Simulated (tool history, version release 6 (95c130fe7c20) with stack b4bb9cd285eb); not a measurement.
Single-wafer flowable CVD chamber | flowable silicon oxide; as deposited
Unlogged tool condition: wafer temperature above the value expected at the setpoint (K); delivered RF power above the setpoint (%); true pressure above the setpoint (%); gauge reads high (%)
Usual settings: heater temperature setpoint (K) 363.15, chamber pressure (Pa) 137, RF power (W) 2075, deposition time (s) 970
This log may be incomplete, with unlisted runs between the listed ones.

run,hour,heater temperature setpoint (K),chamber pressure (Pa),RF power (W),deposition time (s),wafers since the last listed run,hours since the last thermocouple change,hours since the last RF generator calibration,hours since the last manometer calibration,hours since the showerhead was replaced,hours since the gauge calibration,"read-back reference wafer on the same gauge, thickness_nm",mean film thickness on the monitor wafer (angstrom)
1,0,363.15,145,2075,970,0,1401.3,1472.7,2924.2,6891.4,552.3,937.999,10083.59
2,60.6,363.15,137,2075,970,75,1461.9,1533.3,2984.8,6952,612.9,938.344,9620.21
3,107.9,363.15,137,2075,970,58,1509.2,1580.6,3032.1,6999.3,660.2,938.154,9585.31
4,153.9,363.15,137,2075,970,57,1555.2,1626.6,3078.1,7045.3,706.2,938.413,9572.34
5,267.2,363.15,137,2075,970,141,1668.5,1739.9,3191.4,7158.6,819.5,941.01,9678.71
6,297.3,363.15,137,2075,970,37,1698.6,1770,3221.5,7188.7,849.6,940.451,9641.69
7,324.5,363.15,137,2075,970,33,1725.8,1797.2,3248.7,7215.9,876.8,940.465,9562.65
# hour 334.3: RF generator calibrated
8,374.3,363.15,137,2075,970,52,1775.6,40,3298.5,7265.7,926.6,940.945,9651.72
# hour 387.6: capacitance manometer re-zeroed and calibrated
# hour 464.4: thermocouple changed; heater temperature recalibrated
9,530.7,363.15,137,2325,970,174,66.3,196.4,143.1,7422.1,1083,941.089,10252.56
10,585.5,351.15,137,2075,1048,68,121.1,251.2,197.9,7476.9,1137.8,940.746,15928.42
11,613.9,363.15,137,2075,970,35,149.5,279.6,226.3,7505.3,1166.2,938.751,10114.32
12,644.8,363.15,105,2075,833,38,180.4,310.5,257.2,7536.2,1197.1,940.22,6632.46
13,671.5,350.15,148,1805,794,33,207.1,337.2,283.9,7562.9,1223.8,940.695,13080.3
# hour 682: showerhead replaced
# hour 693.9: gauge calibrated
14,724.8,353.15,165,2430,970,56,260.4,390.5,337.2,42.8,30.9,939.368,17051.31
15,772.9,363.15,137,1660,970,59,308.5,438.6,385.3,90.9,79,940.314,9686.36
16,825.9,353.15,128,1770,970,65,361.5,491.6,438.3,143.9,132,938.373,12472.04

Run 17 comes next. What will it give?
17,864.5,363.15,137,2075,887,48,400.1,530.2,476.9,182.5,170.6,?,?

Run 17 measured read-back reference wafer on the same gauge, thickness_nm 939.746, mean film thickness on the monitor wafer (angstrom) 9100.71.
Minus the tool's unlogged condition, the same run would have read mean film thickness on the monitor wafer (angstrom) 9173.5.
